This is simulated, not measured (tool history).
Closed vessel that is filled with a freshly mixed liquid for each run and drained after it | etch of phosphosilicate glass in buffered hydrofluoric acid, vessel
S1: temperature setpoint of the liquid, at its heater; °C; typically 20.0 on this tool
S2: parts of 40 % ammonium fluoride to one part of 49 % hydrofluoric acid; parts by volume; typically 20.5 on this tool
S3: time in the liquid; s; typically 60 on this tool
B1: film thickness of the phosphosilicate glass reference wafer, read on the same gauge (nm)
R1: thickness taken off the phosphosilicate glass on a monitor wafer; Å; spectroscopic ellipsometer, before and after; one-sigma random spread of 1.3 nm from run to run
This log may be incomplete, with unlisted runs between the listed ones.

| run | hour | S1 | S2 | S3 | B1 | R1 |
|---|---|---|---|---|---|---|
| 1 | 0.0 | 20.0 | 20.5 | 60 | 99.98 | 2101.6 |
| 2 | 31.8 | 20.0 | 20.5 | 60 | 100.00 | 2098.2 |
| 3 | 48.8 | 20.0 | 20.5 | 60 | 100.00 | 2079.0 |
| 4 | 68.1 | 20.0 | 20.5 | 60 | 99.98 | 2080.5 |
| 5 | 93.6 | 20.0 | 20.5 | 60 | 100.01 | 2071.5 |
| 6 | 114.8 | 20.0 | 20.5 | 60 | 100.01 | 2092.7 |
| 7 | 140.9 | 17.5 | 23.0 | 60 | 100.02 | 1674.5 |
| 8 | 158.1 | 17.5 | 23.0 | 60 | 99.98 | 1670.0 |
| 9 | 188.4 | 17.5 | 23.0 | 60 | 100.01 | 1665.6 |
| 10 | 211.3 | 20.0 | 20.5 | 60 | 100.01 | 2073.0 |
| 11 | 237.9 | 20.0 | 20.5 | 60 | 100.00 | 2064.3 |
| 12 | 252.4 | 20.0 | 20.5 | 60 | 100.01 | 2034.0 |
| 13 | 264.8 | 20.0 | 20.5 | 50 | 99.98 | 1710.6 |
| 14 | 297.7 | 17.0 | 20.5 | 40 | 99.98 | 1154.4 |
| 15 | 322.9 | 20.0 | 20.5 | 60 | 100.02 | 2048.6 |
| 16 | 352.0 | 20.0 | 20.5 | 60 | 99.98 | 2042.9 |
| 17 | 380.5 | 17.0 | 17.5 | 80 | 99.96 | 2653.8 |
| 18 | 396.7 | 20.0 | 20.5 | 60 | 100.04 | 2048.5 |
| 19 | 413.0 | 20.0 | 20.5 | 60 | 100.01 | 2056.1 |
| 20 | 447.2 | 17.0 | 13.0 | 80 | 99.98 | 3555.2 |

Estimate the outcome of run 21 from the log above:
|  | 463.7 | thermometer replaced |
|  | 474.3 | gauge calibrated |
| 21 | 481.5 | 24.0 | 20.5 | 60 | ? | ? |

{"run 21": {"B1": 99.95, "R1": 2635.4}}
Minus the tool's unlogged condition, the same run would have read R1 2645.5 Å.
